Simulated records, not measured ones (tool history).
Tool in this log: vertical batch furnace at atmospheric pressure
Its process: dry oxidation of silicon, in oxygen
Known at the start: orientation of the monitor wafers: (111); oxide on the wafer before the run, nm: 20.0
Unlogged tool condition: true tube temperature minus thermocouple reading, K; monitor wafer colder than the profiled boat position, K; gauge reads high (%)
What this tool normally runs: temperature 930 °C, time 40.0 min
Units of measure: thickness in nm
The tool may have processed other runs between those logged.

run,hour,temperature,time,wafers since the last listed run,hours since the last temperature calibration,hours since the boat lift was adjusted,hours since the gauge calibration,"read-back reference wafer on the same gauge, thickness",thickness
1,0.0,919,40.0,0,4271.6,5112.6,233.2,39.65,35.37
2,12.5,930,40.0,250,4284.1,5125.1,245.7,39.62,37.71
3,23.8,930,40.0,226,4295.4,5136.4,257.0,39.60,37.61
4,30.3,930,40.0,130,4301.9,5142.9,263.5,39.61,37.62
5,43.9,930,40.0,272,4315.5,5156.5,277.1,39.58,37.63
6,54.5,930,40.0,212,4326.1,5167.1,287.7,39.58,37.64
7,67.7,930,40.0,264,4339.3,5180.3,300.9,39.56,37.54
8,83.4,930,40.0,314,4355.0,5196.0,316.6,39.54,37.55
9,96.2,930,40.0,256,4367.8,5208.8,329.4,39.55,37.46
10,114.0,930,25.0,356,4385.6,5226.6,347.2,39.51,31.13
11,120.6,930,25.0,132,4392.2,5233.2,353.8,39.49,31.08
# hour 146.2: boat lift adjusted
12,146.7,920,40.0,42,4418.3,0.5,379.9,39.47,35.38
13,151.0,930,27.0,86,4422.6,4.8,384.2,39.46,31.99
14,157.7,930,27.0,134,4429.3,11.5,390.9,39.43,31.94
15,165.3,930,52.0,152,4436.9,19.1,398.5,39.46,42.11
16,175.2,930,40.0,198,4446.8,29.0,408.4,39.46,37.40
17,188.6,930,33.5,268,4460.2,42.4,421.8,39.41,34.75
18,195.1,930,33.5,130,4466.7,48.9,428.3,39.42,34.74
19,205.8,930,40.0,214,4477.4,59.6,439.0,39.38,37.45
20,215.8,952,40.0,200,4487.4,69.6,449.0,39.38,42.32
21,230.4,930,40.0,292,4502.0,84.2,463.6,39.39,37.28

For run 22, what comes out?
22,240.5,923,25.5,202,4512.1,94.3,473.7,?,?

{"run 22": {"read-back reference wafer on the same gauge, thickness": 39.34, "thickness": 30.19}}
With the hidden condition absent and the run-to-run variation left alone, this run would have shown thickness 30.61 nm.
